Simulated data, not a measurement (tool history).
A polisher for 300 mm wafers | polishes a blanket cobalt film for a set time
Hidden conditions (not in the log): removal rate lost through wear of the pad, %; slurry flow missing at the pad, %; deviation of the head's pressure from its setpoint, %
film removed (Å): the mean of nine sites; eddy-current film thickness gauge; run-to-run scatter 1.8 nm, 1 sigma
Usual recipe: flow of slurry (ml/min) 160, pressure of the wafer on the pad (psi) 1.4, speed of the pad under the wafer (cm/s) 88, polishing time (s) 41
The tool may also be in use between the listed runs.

run,hour,flow of slurry (ml/min),pressure of the wafer on the pad (psi),speed of the pad under the wafer (cm/s),polishing time (s),wafers since the last listed run,wafers polished on this pad,hours since the slurry nozzle was cleaned,hours since the head pressure was calibrated,"incoming thickness of the incoming film, nm",film removed (Å)
1,0,160,1.4,88,41,0,331,522.9,118.7,1173.2,1079
2,31.8,160,1.4,100,41,230,561,554.7,150.5,1134.5,1214
# hour 59.8: slurry nozzle cleaned
3,167.6,160,1.4,88,41,977,1539,107.8,286.3,1139.1,1172
4,217.8,160,1.4,88,41,364,1903,158,336.5,1162.9,1148
5,249.9,160,1.2,104,41,232,2136,190.1,368.6,1137.4,1144
6,291.3,160,1.2,104,41,300,2436,231.5,410,1155.1,1156
7,334.9,160,1.2,104,41,316,2752,275.1,453.6,1162.2,1098
8,398.7,160,1.4,88,36,462,3215,338.9,517.4,1130.7,977
# hour 400.7: head pressure recalibrated
# hour 431.8: worn pad replaced by a new one
9,529.8,160,1.4,88,36,907,710,470,129.1,1134,973
# hour 550.8: slurry nozzle cleaned
10,741.5,160,1.4,88,36,1527,2238,190.7,340.8,1150.1,1028
11,776,160,1.5,88,41,250,2488,225.2,375.3,1141.7,1192
12,835.9,160,1.5,88,41,434,2923,285.1,435.2,1159.5,1235
13,898.4,160,1.5,88,41,453,3376,347.6,497.7,1138.2,1191
14,969.2,160,1.4,108,41,513,3889,418.4,568.5,1165.3,1322
# hour 974.7: worn pad replaced by a new one
# hour 1018: head pressure recalibrated
15,1022.8,185,1.6,88,41,345,334,472,4.8,1160.1,1317
16,1049.2,190,1.4,88,34,191,526,498.4,31.2,1130,972
# hour 1146.1: slurry nozzle cleaned
17,1223.9,110,1,80,41,1259,1785,77.8,205.9,1146.4,702
18,1274.5,180,1.6,78,41,366,2152,128.4,256.5,1147.9,1235
19,1298.5,160,1.4,112,53,174,2326,152.4,280.5,1145,1844
20,1369.3,205,0.9,100,45,513,2840,223.2,351.3,1149.8,955
21,1427.2,160,1.4,88,41,419,3259,281.1,409.2,1128.8,1120
# hour 1512.7: worn pad replaced by a new one
22,1589,160,1.4,88,41,1144,553,442.9,571,1174.5,1128
# hour 1636.5: head pressure recalibrated
23,1650,115,1.4,88,51,427,981,503.9,13.5,1154.2,1243
24,1689,160,1.4,88,41,282,1264,542.9,52.5,1166.2,1095
25,1716.4,125,1.4,88,41,198,1462,570.3,79.9,1153.1,997
26,1743.3,205,0.9,100,45,195,1658,597.2,106.8,1160.3,930
# hour 1782.3: slurry nozzle cleaned
27,1810.2,160,1.4,88,41,477,2135,27.9,173.7,1148.5,1198
28,1835.4,160,1.8,88,53,182,2318,53.1,198.9,1140.2,2005
29,1867.5,160,1.4,88,41,232,2551,85.2,231,1141.9,1156
30,1925.8,110,1.6,74,36,422,2974,143.5,289.3,1152.3,909
31,1952.6,160,1.4,88,41,194,3168,170.3,316.1,1142,1111
32,1990.8,160,1.4,72,41,277,3445,208.5,354.3,1140.3,948
# hour 2004.8: worn pad replaced by a new one
33,2016.2,160,1.4,106,34,155,82,233.9,379.7,1152,1101
34,2066.4,160,1.4,64,47,364,446,284.1,429.9,1159.7,961
35,2104.3,160,1.4,88,47,274,721,322,467.8,1138,1330
# hour 2142.4: head pressure recalibrated
36,2158.4,145,1.4,88,54,377,1099,376.1,16,1145.6,1456
37,2199.2,195,1.4,88,41,295,1395,416.9,56.8,1149.5,1156

Here are 4 independent what-if runs from the current tool condition. What would each one return?
A,2199.6,160,1.4,88,41,2,1398,417.3,57.2,1136.8,?
B,2199.6,160,1.4,68,32,2,1398,417.3,57.2,1136.8,?
C,2199.6,160,1.4,88,45,2,1398,417.3,57.2,1136.8,?
D,2199.6,180,1.9,88,41,2,1398,417.3,57.2,1136.8,?

run,film removed (Å)
A,1111
B,688
C,1220
D,1551
What these runs would have given with no unlogged condition in the tool:
run,film removed (Å)
A,1213
B,751
C,1331
D,1677

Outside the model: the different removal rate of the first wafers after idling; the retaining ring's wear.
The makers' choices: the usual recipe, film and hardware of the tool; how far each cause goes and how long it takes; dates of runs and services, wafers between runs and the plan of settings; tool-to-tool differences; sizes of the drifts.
